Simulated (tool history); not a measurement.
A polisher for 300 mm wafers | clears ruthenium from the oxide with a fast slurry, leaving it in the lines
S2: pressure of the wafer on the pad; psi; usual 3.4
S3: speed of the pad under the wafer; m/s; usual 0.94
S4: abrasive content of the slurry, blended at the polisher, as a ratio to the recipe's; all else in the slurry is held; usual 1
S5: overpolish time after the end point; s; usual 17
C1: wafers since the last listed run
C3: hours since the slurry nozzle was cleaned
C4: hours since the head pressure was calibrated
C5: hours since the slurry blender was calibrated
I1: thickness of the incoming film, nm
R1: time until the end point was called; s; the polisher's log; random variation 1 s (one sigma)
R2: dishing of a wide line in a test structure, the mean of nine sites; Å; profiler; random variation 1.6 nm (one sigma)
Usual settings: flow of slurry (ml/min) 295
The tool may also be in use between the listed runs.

{"run": 1, "hour": 0.0, "flow of slurry (ml/min)": 295, "S2": 3.4, "S3": 0.94, "S4": 1.2, "S5": 17, "C1": 0, "wafers polished on this pad": 1881, "C3": 199.1, "C4": 58.6, "C5": 102.9, "I1": 292.3, "R1": 60.5, "R2": 681}
{"run": 2, "hour": 294.5, "flow of slurry (ml/min)": 295, "S2": 3.4, "S3": 0.94, "S4": 1, "S5": 17, "C1": 2300, "wafers polished on this pad": 4181, "C3": 493.6, "C4": 353.1, "C5": 397.4, "I1": 289.9, "R1": 63.6, "R2": 611}
{"run": 3, "hour": 380.1, "flow of slurry (ml/min)": 295, "S2": 3.4, "S3": 0.76, "S4": 1, "S5": 17, "C1": 668, "wafers polished on this pad": 4849, "C3": 579.2, "C4": 438.7, "C5": 483, "I1": 290.1, "R1": 81.2, "R2": 534}
{"run": 4, "hour": 454.0, "flow of slurry (ml/min)": 295, "S2": 2.7, "S3": 0.94, "S4": 1, "S5": 17, "C1": 577, "wafers polished on this pad": 5426, "C3": 653.1, "C4": 512.6, "C5": 556.9, "I1": 293.9, "R1": 78.5, "R2": 526}
{"run": 5, "hour": 521.2, "flow of slurry (ml/min)": 295, "S2": 2.7, "S3": 0.94, "S4": 1, "S5": 17, "C1": 524, "wafers polished on this pad": 5951, "C3": 720.3, "C4": 579.8, "C5": 624.1, "I1": 284.2, "R1": 78.5, "R2": 527}
{"hour": 554.0, "done": "slurry blender recalibrated"}
{"hour": 572.8, "done": "worn pad replaced by a new one"}
{"hour": 576.4, "done": "slurry nozzle cleaned"}
{"run": 6, "hour": 598.0, "flow of slurry (ml/min)": 295, "S2": 3.4, "S3": 0.94, "S4": 1, "S5": 17, "C1": 545, "wafers polished on this pad": 188, "C3": 21.6, "C4": 656.6, "C5": 44, "I1": 291.5, "R1": 63.3, "R2": 666}
{"run": 7, "hour": 692.6, "flow of slurry (ml/min)": 295, "S2": 3.4, "S3": 0.94, "S4": 1, "S5": 22, "C1": 738, "wafers polished on this pad": 927, "C3": 116.2, "C4": 751.2, "C5": 138.6, "I1": 293, "R1": 63.8, "R2": 801}
{"run": 8, "hour": 862.7, "flow of slurry (ml/min)": 295, "S2": 3.4, "S3": 0.94, "S4": 1, "S5": 17, "C1": 1328, "wafers polished on this pad": 2256, "C3": 286.3, "C4": 921.3, "C5": 308.7, "I1": 287.6, "R1": 62.4, "R2": 641}
{"run": 9, "hour": 926.0, "flow of slurry (ml/min)": 295, "S2": 2.4, "S3": 0.94, "S4": 1.25, "S5": 17, "C1": 494, "wafers polished on this pad": 2750, "C3": 349.6, "C4": 984.6, "C5": 372, "I1": 293.5, "R1": 78.8, "R2": 569}
{"run": 10, "hour": 988.5, "flow of slurry (ml/min)": 295, "S2": 3.4, "S3": 0.64, "S4": 0.8, "S5": 17, "C1": 488, "wafers polished on this pad": 3238, "C3": 412.1, "C4": 1047.1, "C5": 434.5, "I1": 291.9, "R1": 104.2, "R2": 405}
{"run": 11, "hour": 1051.0, "flow of slurry (ml/min)": 295, "S2": 3.4, "S3": 0.94, "S4": 1, "S5": 17, "C1": 488, "wafers polished on this pad": 3726, "C3": 474.6, "C4": 1109.6, "C5": 497, "I1": 290.6, "R1": 67.1, "R2": 625}
{"hour": 1061.1, "done": "head pressure recalibrated"}
{"run": 12, "hour": 1128.0, "flow of slurry (ml/min)": 295, "S2": 3.4, "S3": 0.94, "S4": 1, "S5": 17, "C1": 585, "wafers polished on this pad": 4312, "C3": 551.6, "C4": 66.9, "C5": 574, "I1": 287.6, "R1": 67.4, "R2": 622}
{"run": 13, "hour": 1226.7, "flow of slurry (ml/min)": 255, "S2": 3.4, "S3": 0.84, "S4": 1, "S5": 25, "C1": 770, "wafers polished on this pad": 5083, "C3": 650.3, "C4": 165.6, "C5": 672.7, "I1": 289.8, "R1": 74, "R2": 787}
{"hour": 1300.3, "done": "slurry blender recalibrated"}
{"hour": 1314.7, "done": "slurry nozzle cleaned"}
{"run": 14, "hour": 1331.7, "flow of slurry (ml/min)": 245, "S2": 4.6, "S3": 1.16, "S4": 1.1, "S5": 17, "C1": 796, "wafers polished on this pad": 5880, "C3": 17, "C4": 270.6, "C5": 31.4, "I1": 291.1, "R1": 44, "R2": 904}
{"hour": 1370.6, "done": "worn pad replaced by a new one"}
{"run": 15, "hour": 1438.0, "flow of slurry (ml/min)": 255, "S2": 3, "S3": 0.94, "S4": 1, "S5": 13, "C1": 799, "wafers polished on this pad": 526, "C3": 123.3, "C4": 376.9, "C5": 137.7, "I1": 293.3, "R1": 69.5, "R2": 481}
{"run": 16, "hour": 1476.2, "flow of slurry (ml/min)": 295, "S2": 3.4, "S3": 0.94, "S4": 1, "S5": 17, "C1": 298, "wafers polished on this pad": 824, "C3": 161.5, "C4": 415.1, "C5": 175.9, "I1": 290.5, "R1": 60.8, "R2": 657}
{"run": 17, "hour": 1526.6, "flow of slurry (ml/min)": 295, "S2": 3.4, "S3": 0.94, "S4": 1, "S5": 17, "C1": 393, "wafers polished on this pad": 1218, "C3": 211.9, "C4": 465.5, "C5": 226.3, "I1": 290.7, "R1": 62, "R2": 634}
{"run": 18, "hour": 1576.8, "flow of slurry (ml/min)": 295, "S2": 3.4, "S3": 0.94, "S4": 1, "S5": 17, "C1": 392, "wafers polished on this pad": 1610, "C3": 262.1, "C4": 515.7, "C5": 276.5, "I1": 290.5, "R1": 62, "R2": 646}
{"run": 19, "hour": 1639.0, "flow of slurry (ml/min)": 245, "S2": 3.4, "S3": 0.94, "S4": 1, "S5": 9, "C1": 485, "wafers polished on this pad": 2096, "C3": 324.3, "C4": 577.9, "C5": 338.7, "I1": 286.3, "R1": 63.6, "R2": 363}
{"run": 20, "hour": 1712.9, "flow of slurry (ml/min)": 295, "S2": 3.4, "S3": 1.2, "S4": 1, "S5": 17, "C1": 577, "wafers polished on this pad": 2673, "C3": 398.2, "C4": 651.8, "C5": 412.6, "I1": 294.8, "R1": 51.6, "R2": 769}
{"run": 21, "hour": 1774.3, "flow of slurry (ml/min)": 295, "S2": 3.4, "S3": 0.94, "S4": 1, "S5": 17, "C1": 479, "wafers polished on this pad": 3152, "C3": 459.6, "C4": 713.2, "C5": 474, "I1": 288.4, "R1": 64, "R2": 640}
{"run": 22, "hour": 1843.6, "flow of slurry (ml/min)": 295, "S2": 3.4, "S3": 0.94, "S4": 1, "S5": 17, "C1": 541, "wafers polished on this pad": 3694, "C3": 528.9, "C4": 782.5, "C5": 543.3, "I1": 290.5, "R1": 64.6, "R2": 639}
{"run": 23, "hour": 1896.1, "flow of slurry (ml/min)": 295, "S2": 4.6, "S3": 0.84, "S4": 1, "S5": 17, "C1": 410, "wafers polished on this pad": 4104, "C3": 581.4, "C4": 835, "C5": 595.8, "I1": 285.9, "R1": 57.2, "R2": 715}
{"hour": 1924.7, "done": "slurry blender recalibrated"}
{"run": 24, "hour": 1988.8, "flow of slurry (ml/min)": 295, "S2": 3.4, "S3": 0.94, "S4": 1, "S5": 17, "C1": 708, "wafers polished on this pad": 4812, "C3": 674.1, "C4": 927.7, "C5": 64.1, "I1": 293.1, "R1": 67.4, "R2": 621}
{"hour": 1998.2, "done": "head pressure recalibrated"}
{"hour": 2080.9, "done": "slurry nozzle cleaned"}
{"hour": 2135.0, "done": "worn pad replaced by a new one"}
{"run": 25, "hour": 2247.1, "flow of slurry (ml/min)": 295, "S2": 2.3, "S3": 0.94, "S4": 1, "S5": 17, "C1": 1962, "wafers polished on this pad": 875, "C3": 166.2, "C4": 248.9, "C5": 322.4, "I1": 294.1, "R1": 82.8, "R2": 515}
{"run": 26, "hour": 2506.3, "flow of slurry (ml/min)": 295, "S2": 4.6, "S3": 0.74, "S4": 1, "S5": 9, "C1": 2024, "wafers polished on this pad": 2899, "C3": 425.4, "C4": 508.1, "C5": 581.6, "I1": 287.8, "R1": 63.1, "R2": 355}
{"run": 27, "hour": 2584.2, "flow of slurry (ml/min)": 230, "S2": 3.4, "S3": 0.94, "S4": 1, "S5": 17, "C1": 608, "wafers polished on this pad": 3508, "C3": 503.3, "C4": 586, "C5": 659.5, "I1": 285.8, "R1": 63.4, "R2": 628}
{"hour": 2616.5, "done": "slurry blender recalibrated"}
{"run": 28, "hour": 2625.6, "flow of slurry (ml/min)": 295, "S2": 4.6, "S3": 1.2, "S4": 0.75, "S5": 17, "C1": 307, "wafers polished on this pad": 3815, "C3": 544.7, "C4": 627.4, "C5": 9.1, "I1": 293.4, "R1": 45.8, "R2": 858}

Forecast each of these 4 alternatives for the next run:
{"run": "A", "hour": 2626.1, "flow of slurry (ml/min)": 295, "S2": 3.4, "S3": 0.94, "S4": 1, "S5": 17, "C1": 3, "wafers polished on this pad": 3819, "C3": 545.2, "C4": 627.9, "C5": 9.6, "I1": 290.3, "R1": "?", "R2": "?"}
{"run": "B", "hour": 2626.1, "flow of slurry (ml/min)": 295, "S2": 3.4, "S3": 0.94, "S4": 1, "S5": 21, "C1": 3, "wafers polished on this pad": 3819, "C3": 545.2, "C4": 627.9, "C5": 9.6, "I1": 290.3, "R1": "?", "R2": "?"}
{"run": "C", "hour": 2626.1, "flow of slurry (ml/min)": 295, "S2": 4.1, "S3": 0.94, "S4": 1.1, "S5": 17, "C1": 3, "wafers polished on this pad": 3819, "C3": 545.2, "C4": 627.9, "C5": 9.6, "I1": 290.3, "R1": "?", "R2": "?"}
{"run": "D", "hour": 2626.1, "flow of slurry (ml/min)": 255, "S2": 3.9, "S3": 0.94, "S4": 0.75, "S5": 11, "C1": 3, "wafers polished on this pad": 3819, "C3": 545.2, "C4": 627.9, "C5": 9.6, "I1": 290.3, "R1": "?", "R2": "?"}

run=A R1=64.6 R2=633
run=B R1=64.6 R2=757
run=C R1=53.8 R2=739
run=D R1=65.8 R2=422
Without the tool's hidden state the same runs would have given:
run=A R1=59.8 R2=676
run=B R1=59.8 R2=808
run=C R1=49.8 R2=789
run=D R1=60.9 R2=453
